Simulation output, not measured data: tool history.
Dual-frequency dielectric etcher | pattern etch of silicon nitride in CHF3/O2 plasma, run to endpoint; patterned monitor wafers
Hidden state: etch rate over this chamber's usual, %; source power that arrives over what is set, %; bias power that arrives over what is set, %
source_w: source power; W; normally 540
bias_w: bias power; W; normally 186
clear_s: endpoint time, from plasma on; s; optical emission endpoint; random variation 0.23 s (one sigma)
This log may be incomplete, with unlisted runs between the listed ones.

run    hour  source_w  bias_w  wafers since the last listed run  hours since the last wet clean  hours since the last source power generator calibration  hours since the last bias power generator calibration  hours since the last upper electrode change  incoming incoming film thickness, nm  clear_s
  1     0.0       470     186                                 0                            39.0                                                   2082.5                                                 3055.8                                       2357.8                                 105.2     80.6
  2    73.2       470     186                              1262                           112.2                                                   2155.7                                                 3129.0                                       2431.0                                 106.3     82.1
  3   138.0       540     186                              1117                           177.0                                                   2220.5                                                 3193.8                                       2495.8                                 106.5     78.2
  4   236.6       540     186                              1700                           275.6                                                   2319.1                                                 3292.4                                       2594.4                                 106.4     78.8
  5   295.7       540     186                              1019                           334.7                                                   2378.2                                                 3351.5                                       2653.5                                 106.7     79.7
  6   333.0       540     186                               643                           372.0                                                   2415.5                                                 3388.8                                       2690.8                                 105.9     78.9
  7   388.8       540     186                               962                           427.8                                                   2471.3                                                 3444.6                                       2746.6                                 106.7     80.9
      420.9  -- wet clean of the chamber
      514.4  -- source power generator calibrated
  8   641.1       540     155                              3867                           220.2                                                    126.7                                                 3696.9                                       2998.9                                 105.6     83.5
  9   712.9       540     186                              1238                           292.0                                                    198.5                                                 3768.7                                       3070.7                                 106.0     79.5
      768.2  -- bias power generator calibrated
      794.2  -- upper electrode replaced
 10   794.7       540     201                               927                           373.8                                                    280.3                                                   26.5                                          0.5                                 107.7     79.5
 11   828.5       630     215                               582                           407.6                                                    314.1                                                   60.3                                         34.3                                 106.3     72.6
 12   865.7       540     161                               641                           444.8                                                    351.3                                                   97.5                                         71.5                                 106.8     85.7
      907.1  -- wet clean of the chamber
 13   938.1       580     203                               834                            31.0                                                    423.7                                                  169.9                                        143.9                                 106.4     73.1
 14  1043.3       540     186                              1814                           136.2                                                    528.9                                                  275.1                                        249.1                                 105.5     77.1
 15  1149.8       620     205                              1836                           242.7                                                    635.4                                                  381.6                                        355.6                                 105.6     71.8
 16  1196.4       600     186                               803                           289.3                                                    682.0                                                  428.2                                        402.2                                 106.9     76.2

Hidden state at the last listed run before each entry between runs and at the first one after, where it differs:
After run 7, before run 8: wet clean of the chamber (hour 420.9); source power generator calibrated (hour 514.4)
  etch rate over this chamber's usual, %: -3.41 -> -2.63
  the result without the hidden state subtracted from the measured one, clear_s: +2.8 -> +2.2 s
After run 9, before run 10: bias power generator calibrated (hour 768.2); upper electrode replaced (hour 794.2)
  etch rate over this chamber's usual, %: -3.24 -> -3.94
  the result without the hidden state subtracted from the measured one, clear_s: +2.6 -> +3.2 s
After run 12, before run 13: wet clean of the chamber (hour 907.1)
  etch rate over this chamber's usual, %: -4.55 -> -0.0935
  the result without the hidden state subtracted from the measured one, clear_s: +3.9 -> +0.1 s
